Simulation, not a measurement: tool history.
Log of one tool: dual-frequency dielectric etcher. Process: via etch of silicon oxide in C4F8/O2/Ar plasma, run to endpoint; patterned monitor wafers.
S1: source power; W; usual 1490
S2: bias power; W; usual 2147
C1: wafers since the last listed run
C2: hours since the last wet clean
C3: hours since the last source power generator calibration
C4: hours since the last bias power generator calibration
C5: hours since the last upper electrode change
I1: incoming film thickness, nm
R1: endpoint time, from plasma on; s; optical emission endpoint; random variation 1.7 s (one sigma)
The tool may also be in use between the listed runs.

| run | day | S1 | S2 | C1 | C2 | C3 | C4 | C5 | I1 | R1 |
|---|---|---|---|---|---|---|---|---|---|---|
| 1 | 0 | 1760 | 2460 | 0 | 41 | 3877.3 | 3441.7 | 2745.3 | 1054.3 | 194.7 |
| 2 | 2.479 | 1760 | 2460 | 268 | 100.5 | 3936.8 | 3501.2 | 2804.8 | 1050.1 | 192.4 |
| 3 | 3.525 | 1760 | 2460 | 113 | 125.6 | 3961.9 | 3526.3 | 2829.9 | 1051.5 | 195.7 |
| 4 | 6.108 | 1490 | 2147 | 279 | 187.6 | 4023.9 | 3588.3 | 2891.9 | 1060.2 | 214.2 |
| 5 | 8.392 | 1490 | 2147 | 247 | 242.4 | 4078.7 | 3643.1 | 2946.7 | 1053 | 212.8 |
| 6 | 10.567 | 1490 | 2147 | 235 | 294.6 | 4130.9 | 3695.3 | 2998.9 | 1051.4 | 208 |
|  | 12.246 | wet clean of the chamber |
| 7 | 13.354 | 1490 | 2147 | 193 | 26.6 | 4197.8 | 3762.2 | 3065.8 | 1049.7 | 216.1 |
| 8 | 14.842 | 1490 | 2147 | 161 | 62.3 | 4233.5 | 3797.9 | 3101.5 | 1048.1 | 214.1 |
|  | 15.112 | source power generator calibrated |
|  | 15.971 | bias power generator calibrated |
| 9 | 16.796 | 1490 | 2147 | 175 | 109.2 | 40.4 | 19.8 | 3148.4 | 1055.1 | 215 |
|  | 18.888 | upper electrode replaced |
| 10 | 18.908 | 1610 | 2147 | 120 | 159.9 | 91.1 | 70.5 | 0.5 | 1054.9 | 207.3 |
| 11 | 19.738 | 1760 | 1978 | 89 | 179.8 | 111 | 90.4 | 20.4 | 1057.8 | 207.7 |
| 12 | 22.175 | 1330 | 2313 | 263 | 238.3 | 169.5 | 148.9 | 78.9 | 1057.3 | 212.7 |
| 13 | 25.071 | 1490 | 2147 | 313 | 307.8 | 239 | 218.4 | 148.4 | 1055.9 | 210.9 |
| 14 | 26.792 | 1840 | 2344 | 186 | 349.1 | 280.3 | 259.7 | 189.7 | 1058.5 | 188.4 |
|  | 28.267 | wet clean of the chamber |
| 15 | 29.238 | 1830 | 2147 | 156 | 23.3 | 339 | 318.4 | 248.4 | 1051.8 | 204.3 |
| 16 | 31.4 | 1280 | 2597 | 234 | 75.2 | 390.9 | 370.3 | 300.3 | 1059.8 | 214.6 |

3 ways to go on from here, each from the tool as it stands after run 16. What would each give?
| A | 31.421 | 1490 | 1890 | 2 | 75.7 | 391.4 | 370.8 | 300.8 | 1053.3 | ? |
| B | 31.421 | 1770 | 2449 | 2 | 75.7 | 391.4 | 370.8 | 300.8 | 1053.3 | ? |
| C | 31.421 | 1330 | 2289 | 2 | 75.7 | 391.4 | 370.8 | 300.8 | 1053.3 | ? |

| run | R1 |
|---|---|
| A | 226.4 |
| B | 196.1 |
| C | 221.4 |
Without the tool's hidden state the same runs would have given:
| run | R1 |
|---|---|
| A | 229 |
| B | 198.4 |
| C | 224 |

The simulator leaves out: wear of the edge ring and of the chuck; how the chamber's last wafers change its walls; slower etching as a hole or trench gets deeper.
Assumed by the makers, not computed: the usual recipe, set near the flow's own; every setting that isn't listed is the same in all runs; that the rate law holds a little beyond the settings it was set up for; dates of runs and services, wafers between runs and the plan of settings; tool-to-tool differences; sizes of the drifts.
